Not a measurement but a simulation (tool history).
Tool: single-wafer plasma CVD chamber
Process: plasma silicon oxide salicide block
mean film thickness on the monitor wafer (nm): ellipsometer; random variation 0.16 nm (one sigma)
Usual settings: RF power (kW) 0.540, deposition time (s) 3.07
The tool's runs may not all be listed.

| run | hour | RF power (kW) | deposition time (s) | wafers since the last listed run | hours since the last RF generator calibration | hours since the showerhead was replaced | hours since the gauge calibration | read-back reference wafer on the same gauge, thickness_nm | mean film thickness on the monitor wafer (nm) |
|---|---|---|---|---|---|---|---|---|---|
| 1 | 0.0 | 0.540 | 3.07 | 0 | 1518.1 | 5410.2 | 798.2 | 33.015 | 32.427 |
| 2 | 26.6 | 0.540 | 3.07 | 1691 | 1544.7 | 5436.8 | 824.8 | 33.035 | 31.813 |
| 3 | 59.1 | 0.540 | 3.07 | 2066 | 1577.2 | 5469.3 | 857.3 | 33.025 | 32.140 |
| 4 | 112.3 | 0.540 | 3.07 | 3382 | 1630.4 | 5522.5 | 910.5 | 33.012 | 32.020 |
| 5 | 174.7 | 0.540 | 3.07 | 3967 | 1692.8 | 5584.9 | 972.9 | 33.096 | 31.983 |
| 6 | 239.1 | 0.540 | 3.07 | 4094 | 1757.2 | 5649.3 | 1037.3 | 32.949 | 31.919 |
| 7 | 295.7 | 0.540 | 3.30 | 3598 | 1813.8 | 5705.9 | 1093.9 | 32.944 | 34.173 |
| 8 | 363.8 | 0.540 | 3.30 | 4329 | 1881.9 | 5774.0 | 1162.0 | 32.901 | 34.327 |
| 9 | 408.7 | 0.540 | 3.30 | 2854 | 1926.8 | 5818.9 | 1206.9 | 32.984 | 33.950 |
| 10 | 500.5 | 0.540 | 3.07 | 5836 | 2018.6 | 5910.7 | 1298.7 | 33.007 | 31.841 |
| 11 | 558.2 | 0.540 | 3.07 | 3668 | 2076.3 | 5968.4 | 1356.4 | 32.930 | 31.853 |
| 12 | 595.2 | 0.540 | 3.07 | 2352 | 2113.3 | 6005.4 | 1393.4 | 32.997 | 31.770 |
|  | 640.8 | RF generator calibrated |
| 13 | 665.6 | 0.540 | 3.07 | 3967 | 24.8 | 6075.8 | 1463.8 | 32.943 | 32.371 |
| 14 | 720.0 | 0.540 | 3.07 | 3458 | 79.2 | 6130.2 | 1518.2 | 33.059 | 32.504 |
| 15 | 778.0 | 0.540 | 3.07 | 3687 | 137.2 | 6188.2 | 1576.2 | 33.009 | 32.505 |
|  | 808.5 | gauge calibrated |
| 16 | 818.4 | 0.540 | 3.07 | 2568 | 177.6 | 6228.6 | 9.9 | 33.035 | 32.245 |
| 17 | 848.3 | 0.540 | 3.07 | 1900 | 207.5 | 6258.5 | 39.8 | 32.956 | 32.632 |
|  | 884.1 | showerhead replaced |
| 18 | 884.6 | 0.540 | 3.26 | 1799 | 243.8 | 0.5 | 76.1 | 33.041 | 34.377 |
| 19 | 947.0 | 0.585 | 3.34 | 3967 | 306.2 | 62.9 | 138.5 | 32.981 | 36.470 |
| 20 | 974.5 | 0.500 | 3.51 | 1748 | 333.7 | 90.4 | 166.0 | 33.048 | 36.349 |
| 21 | 1005.8 | 0.540 | 3.07 | 1989 | 365.0 | 121.7 | 197.3 | 33.041 | 32.581 |
| 22 | 1070.0 | 0.540 | 2.73 | 4081 | 429.2 | 185.9 | 261.5 | 33.046 | 28.738 |
| 23 | 1131.2 | 0.540 | 3.65 | 3890 | 490.4 | 247.1 | 322.7 | 32.923 | 38.683 |
| 24 | 1164.5 | 0.595 | 2.88 | 2117 | 523.7 | 280.4 | 356.0 | 32.980 | 31.583 |
| 25 | 1224.3 | 0.540 | 3.07 | 3801 | 583.5 | 340.2 | 415.8 | 32.947 | 32.208 |
| 26 | 1270.9 | 0.540 | 3.07 | 2962 | 630.1 | 386.8 | 462.4 | 32.984 | 32.194 |
| 27 | 1310.0 | 0.540 | 3.07 | 2485 | 669.2 | 425.9 | 501.5 | 32.997 | 32.521 |
| 28 | 1341.1 | 0.475 | 3.49 | 1977 | 700.3 | 457.0 | 532.6 | 33.044 | 35.776 |
| 29 | 1408.8 | 0.540 | 3.07 | 4304 | 768.0 | 524.7 | 600.3 | 32.998 | 32.368 |
| 30 | 1462.9 | 0.505 | 3.57 | 3439 | 822.1 | 578.8 | 654.4 | 33.049 | 36.955 |
| 31 | 1491.1 | 0.630 | 3.26 | 1792 | 850.3 | 607.0 | 682.6 | 33.042 | 36.208 |
| 32 | 1521.3 | 0.495 | 3.32 | 1919 | 880.5 | 637.2 | 712.8 | 32.998 | 33.925 |
| 33 | 1573.3 | 0.460 | 3.47 | 3305 | 932.5 | 689.2 | 764.8 | 33.083 | 34.737 |
| 34 | 1626.5 | 0.540 | 3.07 | 3382 | 985.7 | 742.4 | 818.0 | 33.026 | 31.976 |
| 35 | 1690.2 | 0.450 | 2.83 | 4049 | 1049.4 | 806.1 | 881.7 | 32.973 | 28.276 |
| 36 | 1734.5 | 0.540 | 3.30 | 2816 | 1093.7 | 850.4 | 926.0 | 32.927 | 34.870 |
| 37 | 1775.8 | 0.480 | 2.69 | 2625 | 1135.0 | 891.7 | 967.3 | 33.031 | 27.524 |
| 38 | 1884.5 | 0.540 | 3.07 | 6910 | 1243.7 | 1000.4 | 1076.0 | 33.002 | 32.087 |
| 39 | 1939.9 | 0.485 | 3.07 | 3522 | 1299.1 | 1055.8 | 1131.4 | 32.971 | 31.064 |
| 40 | 1966.4 | 0.500 | 2.64 | 1684 | 1325.6 | 1082.3 | 1157.9 | 33.072 | 27.292 |
| 41 | 2006.3 | 0.540 | 3.07 | 2536 | 1365.5 | 1122.2 | 1197.8 | 33.013 | 32.568 |
| 42 | 2032.7 | 0.595 | 2.88 | 1678 | 1391.9 | 1148.6 | 1224.2 | 33.046 | 31.255 |
| 43 | 2097.3 | 0.465 | 2.61 | 4106 | 1456.5 | 1213.2 | 1288.8 | 32.914 | 25.986 |

How the hidden state differs across the entries between the runs, from the last listed run before each to the first after it:
Between runs 12 and 13: RF generator calibrated (hour 640.8)
  delivered RF power above the setpoint (%): -6.83 -> -0.0995
  measured less the result without the state, mean film thickness on the monitor wafer (nm): -0.705 -> -0.010
Between runs 15 and 16: gauge calibrated (hour 808.5)
  delivered RF power above the setpoint (%): -0.122 -> -0.138
  measured less the result without the state, mean film thickness on the monitor wafer (nm): -0.012 -> -0.014
Between runs 17 and 18: showerhead replaced (hour 884.1)
  delivered RF power above the setpoint (%): -0.152 -> -0.173
  measured less the result without the state, mean film thickness on the monitor wafer (nm): -0.016 -> -0.019
